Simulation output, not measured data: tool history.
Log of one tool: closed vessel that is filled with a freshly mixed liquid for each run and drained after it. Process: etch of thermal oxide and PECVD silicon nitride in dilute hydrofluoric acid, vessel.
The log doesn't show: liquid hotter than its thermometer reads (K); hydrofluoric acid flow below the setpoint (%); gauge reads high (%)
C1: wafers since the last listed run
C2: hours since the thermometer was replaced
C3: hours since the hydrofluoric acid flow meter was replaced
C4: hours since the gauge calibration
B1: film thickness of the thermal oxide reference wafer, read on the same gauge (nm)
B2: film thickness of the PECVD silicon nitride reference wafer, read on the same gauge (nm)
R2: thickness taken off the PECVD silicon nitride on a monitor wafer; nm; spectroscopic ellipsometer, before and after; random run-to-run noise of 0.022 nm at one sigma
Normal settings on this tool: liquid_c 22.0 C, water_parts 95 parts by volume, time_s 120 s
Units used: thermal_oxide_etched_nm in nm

run 1 hour=0.0 | liquid_c=22.0 water_parts=95 time_s=120 | C1=0 C2=107.1 C3=105.7 C4=2207.5 | B1=120.02 B2=59.968 | thermal_oxide_etched_nm=5.88 R2=2.403
run 2 hour=42.6 | liquid_c=22.0 water_parts=95 time_s=120 | C1=2609 C2=149.7 C3=148.3 C4=2250.1 | B1=120.00 B2=60.005 | thermal_oxide_etched_nm=5.95 R2=2.371
-- hour=59.6 gauge calibrated
run 3 hour=110.6 | liquid_c=22.0 water_parts=95 time_s=120 | C1=4165 C2=217.7 C3=216.3 C4=51.0 | B1=119.99 B2=60.014 | thermal_oxide_etched_nm=5.93 R2=2.413
run 4 hour=139.1 | liquid_c=19.5 water_parts=95 time_s=120 | C1=1745 C2=246.2 C3=244.8 C4=79.5 | B1=120.03 B2=59.994 | thermal_oxide_etched_nm=5.34 R2=2.045
run 5 hour=176.2 | liquid_c=25.5 water_parts=95 time_s=140 | C1=2272 C2=283.3 C3=281.9 C4=116.6 | B1=120.00 B2=60.020 | thermal_oxide_etched_nm=7.98 R2=3.555
run 6 hour=237.4 | liquid_c=25.0 water_parts=95 time_s=120 | C1=3749 C2=344.5 C3=343.1 C4=177.8 | B1=120.00 B2=59.990 | thermal_oxide_etched_nm=6.74 R2=2.944
run 7 hour=290.9 | liquid_c=20.0 water_parts=75 time_s=120 | C1=3277 C2=398.0 C3=396.6 C4=231.3 | B1=119.99 B2=60.019 | thermal_oxide_etched_nm=7.20 R2=2.641
run 8 hour=470.4 | liquid_c=22.0 water_parts=95 time_s=120 | C1=10996 C2=577.5 C3=576.1 C4=410.8 | B1=119.99 B2=60.009 | thermal_oxide_etched_nm=6.09 R2=2.415
run 9 hour=518.1 | liquid_c=17.5 water_parts=50 time_s=145 | C1=2922 C2=625.2 C3=623.8 C4=458.5 | B1=120.01 B2=60.008 | thermal_oxide_etched_nm=11.97 R2=4.014
run 10 hour=546.7 | liquid_c=22.0 water_parts=95 time_s=120 | C1=1752 C2=653.8 C3=652.4 C4=487.1 | B1=120.01 B2=60.016 | thermal_oxide_etched_nm=6.04 R2=2.409
run 11 hour=576.4 | liquid_c=22.0 water_parts=55 time_s=120 | C1=1819 C2=683.5 C3=682.1 C4=516.8 | B1=120.03 B2=60.009 | thermal_oxide_etched_nm=10.96 R2=4.159
run 12 hour=637.1 | liquid_c=22.0 water_parts=95 time_s=120 | C1=3718 C2=744.2 C3=742.8 C4=577.5 | B1=119.99 B2=60.006 | thermal_oxide_etched_nm=6.01 R2=2.457
run 13 hour=675.1 | liquid_c=22.0 water_parts=70 time_s=120 | C1=2327 C2=782.2 C3=780.8 C4=615.5 | B1=120.01 B2=60.000 | thermal_oxide_etched_nm=8.40 R2=3.304
run 14 hour=728.0 | liquid_c=22.0 water_parts=95 time_s=120 | C1=3240 C2=835.1 C3=833.7 C4=668.4 | B1=120.01 B2=60.024 | thermal_oxide_etched_nm=6.13 R2=2.453
run 15 hour=756.3 | liquid_c=17.5 water_parts=110 time_s=80 | C1=1733 C2=863.4 C3=862.0 C4=696.7 | B1=120.02 B2=59.962 | thermal_oxide_etched_nm=2.87 R2=1.046
run 16 hour=780.6 | liquid_c=20.0 water_parts=75 time_s=120 | C1=1488 C2=887.7 C3=886.3 C4=721.0 | B1=119.99 B2=59.985 | thermal_oxide_etched_nm=7.24 R2=2.726
run 17 hour=850.3 | liquid_c=22.0 water_parts=95 time_s=120 | C1=4269 C2=957.4 C3=956.0 C4=790.7 | B1=120.03 B2=59.979 | thermal_oxide_etched_nm=6.06 R2=2.439
run 18 hour=887.9 | liquid_c=22.0 water_parts=50 time_s=90 | C1=2303 C2=995.0 C3=993.6 C4=828.3 | B1=120.00 B2=60.021 | thermal_oxide_etched_nm=9.13 R2=3.467
run 19 hour=945.0 | liquid_c=19.0 water_parts=95 time_s=120 | C1=3497 C2=1052.1 C3=1050.7 C4=885.4 | B1=120.00 B2=59.994 | thermal_oxide_etched_nm=5.31 R2=2.001
run 20 hour=995.3 | liquid_c=25.5 water_parts=50 time_s=170 | C1=3081 C2=1102.4 C3=1101.0 C4=935.7 | B1=120.00 B2=60.009 | thermal_oxide_etched_nm=20.22 R2=8.504
run 21 hour=1027.1 | liquid_c=22.0 water_parts=45 time_s=140 | C1=1948 C2=1134.2 C3=1132.8 C4=967.5 | B1=120.01 B2=60.012 | thermal_oxide_etched_nm=16.10 R2=6.172
run 22 hour=1066.9 | liquid_c=22.0 water_parts=95 time_s=120 | C1=2438 C2=1174.0 C3=1172.6 C4=1007.3 | B1=120.00 B2=60.016 | thermal_oxide_etched_nm=6.06 R2=2.510
-- hour=1114.0 thermometer replaced
run 23 hour=1133.2 | liquid_c=23.5 water_parts=130 time_s=175 | C1=4000 C2=19.2 C3=1238.9 C4=1073.6 | B1=120.01 B2=60.024 | thermal_oxide_etched_nm=6.39 R2=2.847
run 24 hour=1200.6 | liquid_c=22.0 water_parts=95 time_s=120 | C1=4128 C2=86.6 C3=1306.3 C4=1141.0 | B1=119.97 B2=60.012 | thermal_oxide_etched_nm=5.88 R2=2.387
run 25 hour=1251.2 | liquid_c=17.5 water_parts=135 time_s=120 | C1=3099 C2=137.2 C3=1356.9 C4=1191.6 | B1=120.01 B2=60.015 | thermal_oxide_etched_nm=3.33 R2=1.241
run 26 hour=1310.9 | liquid_c=22.0 water_parts=95 time_s=90 | C1=3657 C2=196.9 C3=1416.6 C4=1251.3 | B1=120.00 B2=59.986 | thermal_oxide_etched_nm=4.46 R2=1.804

Take each entry between the runs: how does the hidden state at the last listed run before it differ from the hidden state at the first listed run after it?
Runs 2 to 3: gauge calibrated (hour 59.6)
  liquid hotter than its thermometer reads (K): 0.181 -> 0.233
  difference, measured minus the result without the unlogged condition, thermal_oxide_etched_nm: +0.04 -> +0.06 nm; R2: +0.029 -> +0.037 nm
Runs 22 to 23: thermometer replaced (hour 1114.0)
  liquid hotter than its thermometer reads (K): 0.964 -> 0.145
  difference, measured minus the result without the unlogged condition, thermal_oxide_etched_nm: +0.23 -> +0.03 nm; R2: +0.156 -> +0.028 nm
